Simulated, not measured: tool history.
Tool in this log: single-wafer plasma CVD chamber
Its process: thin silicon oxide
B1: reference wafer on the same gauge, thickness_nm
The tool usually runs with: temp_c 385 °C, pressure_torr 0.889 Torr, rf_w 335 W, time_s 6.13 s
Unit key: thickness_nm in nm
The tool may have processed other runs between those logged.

Run 1, hour 0: usual settings; B1 14.7. Result: thickness_nm 12.036 nm.
Run 2, hour 11.2: usual settings; B1 14.698. Result: thickness_nm 12.034 nm.
Run 3, hour 19.3: usual settings; B1 14.699. Result: thickness_nm 12.07 nm.
Run 4, hour 28: usual settings; B1 14.704. Result: thickness_nm 12.025 nm.
Run 5, hour 36.9: usual settings; B1 14.691. Result: thickness_nm 12.026 nm.
Run 6, hour 54.9: usual settings but rf_w 310 W; B1 14.712. Result: thickness_nm 11.522 nm.
Run 7, hour 63.7: usual settings but rf_w 310 W; B1 14.692. Result: thickness_nm 11.539 nm.
Run 8, hour 81.3: usual settings; B1 14.701. Result: thickness_nm 12.041 nm.
At hour 92.5: thermocouple changed; heater temperature recalibrated.
Run 9, hour 97.7: usual settings; B1 14.7. Result: thickness_nm 12.006 nm.
Run 10, hour 106.2: usual settings; B1 14.688. Result: thickness_nm 11.997 nm.
Run 11, hour 116.1: usual settings; B1 14.7. Result: thickness_nm 11.99 nm.
Run 12, hour 124.7: usual settings; B1 14.703. Result: thickness_nm 11.988 nm.
Run 13, hour 142.5: usual settings; B1 14.708. Result: thickness_nm 11.951 nm.
Run 14, hour 155.4: usual settings but pressure_torr 1.041 Torr; B1 14.709. Result: thickness_nm 13.515 nm.
Run 15, hour 167.1: usual settings; B1 14.701. Result: thickness_nm 11.968 nm.
At hour 182.3: gauge calibrated.
At hour 186.3: RF generator calibrated.
Run 16, hour 186.8: usual settings but rf_w 285 W, time_s 5.73 s; B1 14.709. Result: thickness_nm 10.184 nm.
At hour 202.2: showerhead replaced.
Run 17, hour 202.7: usual settings but pressure_torr 0.945 Torr, time_s 7.07 s; B1 14.694. Result: thickness_nm 14.445 nm.
At hour 214.2: capacitance manometer re-zeroed and calibrated.
Run 18, hour 214.7: usual settings but temp_c 378 °C, rf_w 365 W, time_s 6.9 s; B1 14.699. Result: thickness_nm 15.085 nm.
Run 19, hour 218: usual settings but pressure_torr 0.785 Torr; B1 14.704. Result: thickness_nm 11.591 nm.

The next listed run, before its measurement:
Run 20, hour 232: usual settings but time_s 5.64 s; B1 ?. Result: thickness_nm ?.

Run 20 produced B1 14.698, thickness_nm 11.723 nm.
Without the tool's hidden state the same run would have given thickness_nm 11.733 nm.

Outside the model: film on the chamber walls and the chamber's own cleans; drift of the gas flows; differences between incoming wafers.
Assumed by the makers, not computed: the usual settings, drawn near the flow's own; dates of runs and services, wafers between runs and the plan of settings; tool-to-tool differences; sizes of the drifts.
